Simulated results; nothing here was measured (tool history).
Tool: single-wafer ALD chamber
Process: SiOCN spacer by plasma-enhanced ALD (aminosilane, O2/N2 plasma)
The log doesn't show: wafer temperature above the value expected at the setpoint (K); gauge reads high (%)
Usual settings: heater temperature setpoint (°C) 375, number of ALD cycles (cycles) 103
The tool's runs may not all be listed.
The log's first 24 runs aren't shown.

run	hour	heater temperature setpoint (°C)	number of ALD cycles (cycles)	wafers since the last listed run	hours since the last thermocouple change	hours since the gauge calibration	read-back reference wafer on the same gauge, thickness_nm	mean film thickness on the monitor wafer (angstrom)
25	682.1	384	103	51	31.1	1273.9	5.495	54.78
26	696.0	368	86	51	45.0	1287.8	5.494	45.77
27	719.6	364	103	87	68.6	1311.4	5.500	54.68
28	735.2	375	103	58	84.2	1327.0	5.506	54.83
# hour 736.9: gauge calibrated
29	751.1	385	103	59	100.1	14.2	5.369	53.49
30	848.6	367	103	362	197.6	111.7	5.371	53.60
31	867.4	375	103	69	216.4	130.5	5.374	53.69
32	881.4	364	103	52	230.4	144.5	5.376	53.33
33	917.1	390	103	132	266.1	180.2	5.373	53.55
34	951.9	375	103	129	300.9	215.0	5.378	53.42
35	980.6	375	103	106	329.6	243.7	5.374	53.69
36	1004.7	375	121	89	353.7	267.8	5.372	62.68
37	1017.9	364	108	49	366.9	281.0	5.376	56.04
38	1050.0	384	120	119	399.0	313.1	5.373	62.46
39	1084.0	360	94	126	433.0	347.1	5.379	48.89
40	1099.0	375	103	55	448.0	362.1	5.379	53.71
41	1126.8	375	103	103	475.8	389.9	5.379	53.38
42	1154.2	389	122	101	503.2	417.3	5.380	63.43
43	1176.7	380	103	83	525.7	439.8	5.381	53.54
44	1201.4	387	109	91	550.4	464.5	5.384	56.67
45	1219.8	383	94	68	568.8	482.9	5.388	48.87
46	1232.4	387	124	46	581.4	495.5	5.387	64.44

5 ways to go on from here, each from the tool as it stands after run 46. What would each give?
A	1233.0	363	103	2	582.0	496.1	?	?
B	1233.0	361	94	2	582.0	496.1	?	?
C	1233.0	387	103	2	582.0	496.1	?	?
D	1233.0	375	115	2	582.0	496.1	?	?
E	1233.0	383	90	2	582.0	496.1	?	?

run	read-back reference wafer on the same gauge, thickness_nm	mean film thickness on the monitor wafer (angstrom)
A	5.386	53.72
B	5.386	49.03
C	5.386	53.72
D	5.386	59.98
E	5.386	46.94
Without the tool's hidden state the same runs would have given:
run	mean film thickness on the monitor wafer (angstrom)
A	53.76
B	49.06
C	53.76
D	60.02
E	46.98
